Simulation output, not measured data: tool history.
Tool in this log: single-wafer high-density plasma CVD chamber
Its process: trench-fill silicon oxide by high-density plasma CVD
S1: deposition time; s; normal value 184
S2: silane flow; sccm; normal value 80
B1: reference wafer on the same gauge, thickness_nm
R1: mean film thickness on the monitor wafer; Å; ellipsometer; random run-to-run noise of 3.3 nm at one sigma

{"run": 1, "hour": 0.0, "S1": 184, "S2": 80, "B1": 1449.814, "R1": 15124.84}
{"run": 2, "hour": 10.6, "S1": 184, "S2": 80, "B1": 1450.452, "R1": 15088.16}
{"run": 3, "hour": 24.9, "S1": 184, "S2": 80, "B1": 1449.83, "R1": 15080.84}
{"run": 4, "hour": 32.6, "S1": 184, "S2": 93, "B1": 1449.946, "R1": 17485.97}
{"run": 5, "hour": 46.6, "S1": 184, "S2": 80, "B1": 1450.408, "R1": 15074.5}
{"run": 6, "hour": 53.8, "S1": 184, "S2": 80, "B1": 1450.403, "R1": 15044.27}
{"run": 7, "hour": 60.0, "S1": 184, "S2": 70, "B1": 1449.614, "R1": 13250.44}
{"run": 8, "hour": 68.1, "S1": 184, "S2": 70, "B1": 1450.183, "R1": 13245.04}
{"run": 9, "hour": 74.7, "S1": 184, "S2": 70, "B1": 1449.943, "R1": 13272.57}
{"run": 10, "hour": 80.8, "S1": 184, "S2": 75, "B1": 1450.318, "R1": 14179.14}
{"run": 11, "hour": 87.3, "S1": 184, "S2": 75, "B1": 1450.091, "R1": 14182.47}
{"run": 12, "hour": 98.5, "S1": 159, "S2": 80, "B1": 1449.251, "R1": 13005.37}
{"run": 13, "hour": 147.9, "S1": 159, "S2": 80, "B1": 1449.956, "R1": 12984.08}
{"run": 14, "hour": 156.8, "S1": 159, "S2": 80, "B1": 1449.349, "R1": 13062.01}
{"run": 15, "hour": 172.2, "S1": 207, "S2": 80, "B1": 1449.496, "R1": 16986.96}
{"run": 16, "hour": 189.1, "S1": 184, "S2": 70, "B1": 1449.194, "R1": 13209.19}
{"run": 17, "hour": 198.0, "S1": 221, "S2": 87, "B1": 1449.421, "R1": 19696.68}
{"run": 18, "hour": 209.7, "S1": 184, "S2": 80, "B1": 1449.61, "R1": 15091.84}
{"run": 19, "hour": 221.8, "S1": 196, "S2": 84, "B1": 1450.096, "R1": 16826.58}
{"hour": 233.2, "done": "gauge calibrated"}
{"hour": 237.9, "done": "silane flow controller replaced"}
{"run": 20, "hour": 238.4, "S1": 184, "S2": 80, "B1": 1450.012, "R1": 15168.61}
{"run": 21, "hour": 246.9, "S1": 150, "S2": 66, "B1": 1449.573, "R1": 10239.66}
{"run": 22, "hour": 260.3, "S1": 215, "S2": 93, "B1": 1450.325, "R1": 20452.38}
{"run": 23, "hour": 267.4, "S1": 214, "S2": 69, "B1": 1449.989, "R1": 15197.48}
{"run": 24, "hour": 280.2, "S1": 184, "S2": 94, "B1": 1449.902, "R1": 17655.41}
{"run": 25, "hour": 297.6, "S1": 164, "S2": 80, "B1": 1450.218, "R1": 13478.11}
{"run": 26, "hour": 308.8, "S1": 212, "S2": 91, "B1": 1450.215, "R1": 19654.74}

What will run 27 give?
{"run": 27, "hour": 324.6, "S1": 184, "S2": 80, "B1": "?", "R1": "?"}

B1: 1450.518
R1: 15119.95 Å
Minus the tool's unlogged condition, the same run would have read R1 15119.95 Å.
